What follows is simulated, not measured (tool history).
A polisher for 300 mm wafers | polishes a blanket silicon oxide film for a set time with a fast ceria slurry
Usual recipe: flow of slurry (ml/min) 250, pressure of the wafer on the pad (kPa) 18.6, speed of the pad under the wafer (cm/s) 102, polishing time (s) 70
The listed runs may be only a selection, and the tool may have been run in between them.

run,hour,flow of slurry (ml/min),pressure of the wafer on the pad (kPa),speed of the pad under the wafer (cm/s),polishing time (s),wafers since the last listed run,wafers polished on this pad,hours since the slurry nozzle was cleaned,hours since the head pressure was calibrated,"incoming thickness of the incoming film, nm",film removed (nm)
1,0.0,250,18.6,102,70,0,293,608.1,256.0,3216.3,1109.0
2,35.8,250,18.6,102,77,253,546,643.9,291.8,3185.2,1217.6
3,62.2,250,18.6,102,77,186,733,670.3,318.2,3183.5,1214.7
4,93.8,250,18.6,102,77,223,957,701.9,349.8,3139.2,1209.3
5,106.4,250,23.4,124,70,89,1046,714.5,362.4,3178.6,1557.1
# hour 139.4: worn pad replaced by a new one
6,139.9,250,23.4,124,70,208,3,748.0,395.9,3193.4,1572.2
7,156.7,250,18.6,102,70,118,122,764.8,412.7,3155.5,1110.3
8,176.5,250,18.6,102,70,140,262,784.6,432.5,3194.4,1103.8
9,209.9,250,18.6,102,70,236,498,818.0,465.9,3193.1,1102.5
10,237.1,250,18.6,102,70,192,690,845.2,493.1,3201.7,1101.8
11,267.6,250,18.6,102,70,215,906,875.7,523.6,3174.1,1096.3
# hour 275.1: slurry nozzle cleaned
12,303.3,250,18.6,102,70,245,1151,28.2,559.3,3173.8,1107.3
13,330.9,250,18.6,102,70,195,1346,55.8,586.9,3196.6,1105.3
# hour 344.7: head pressure recalibrated
# hour 350.8: worn pad replaced by a new one
14,351.3,250,18.6,102,70,101,3,76.2,6.6,3152.4,1100.5
15,367.6,250,18.6,92,70,115,118,92.5,22.9,3187.9,984.8
16,398.1,250,18.6,110,70,215,334,123.0,53.4,3193.6,1183.7
17,427.2,250,18.6,110,70,205,539,152.1,82.5,3183.0,1185.8
18,460.1,280,13.1,70,70,232,772,185.0,115.4,3188.0,634.0
19,482.4,250,18.6,102,57,157,930,207.3,137.7,3235.8,896.7
20,500.7,250,18.6,102,77,129,1059,225.6,156.0,3188.3,1210.1
21,532.6,250,18.6,136,70,225,1285,257.5,187.9,3175.5,1462.6
# hour 550.5: worn pad replaced by a new one
22,562.1,170,20.7,138,77,180,82,287.0,217.4,3174.6,1691.3
23,583.4,250,18.6,102,70,150,232,308.3,238.7,3212.2,1120.8
24,641.5,250,18.6,78,93,410,643,366.4,296.8,3169.6,1123.5
25,669.2,305,20.7,112,61,195,839,394.1,324.5,3232.4,1136.4
26,696.7,250,18.6,102,55,194,1034,421.6,352.0,3193.3,857.7
# hour 720.4: worn pad replaced by a new one
27,722.1,295,22.8,124,57,151,12,447.0,377.4,3179.2,1234.3
28,748.5,195,18.6,114,77,186,198,473.4,403.8,3149.9,1318.6
29,760.6,250,18.6,122,83,85,284,485.5,415.9,3230.3,1559.0
30,790.4,305,20.7,112,61,210,495,515.3,445.7,3134.8,1148.0
31,809.1,250,18.6,102,70,132,627,534.0,464.4,3232.8,1089.2
32,842.3,250,23.4,102,70,234,862,567.2,497.6,3116.6,1268.9
# hour 845.3: head pressure recalibrated
33,864.7,250,18.6,102,92,144,1006,589.6,19.4,3220.2,1458.5
34,890.1,250,18.6,102,70,179,1185,615.0,44.8,3194.1,1104.2
# hour 895.1: worn pad replaced by a new one
35,920.9,250,15.2,102,70,189,182,645.8,75.6,3235.4,984.8
36,934.8,170,20.7,138,77,98,280,659.7,89.5,3188.9,1684.3

Each row is a separate what-if for the run after 36, all from the same tool condition, not one after another. Results?
A,935.2,250,18.6,102,70,2,283,660.1,89.9,3193.8,?
B,935.2,250,18.6,128,70,2,283,660.1,89.9,3193.8,?
C,935.2,295,18.6,102,63,2,283,660.1,89.9,3193.8,?
D,935.2,250,21.4,138,70,2,283,660.1,89.9,3193.8,?
E,935.2,250,18.6,90,70,2,283,660.1,89.9,3193.8,?

run,film removed (nm)
A,1098.4
B,1372.0
C,1000.9
D,1610.2
E,972.1
The same runs, with their run-to-run variation unchanged, on a tool lacking any hidden condition would have given:
run,film removed (nm)
A,1098.4
B,1372.0
C,1000.9
D,1610.2
E,972.1

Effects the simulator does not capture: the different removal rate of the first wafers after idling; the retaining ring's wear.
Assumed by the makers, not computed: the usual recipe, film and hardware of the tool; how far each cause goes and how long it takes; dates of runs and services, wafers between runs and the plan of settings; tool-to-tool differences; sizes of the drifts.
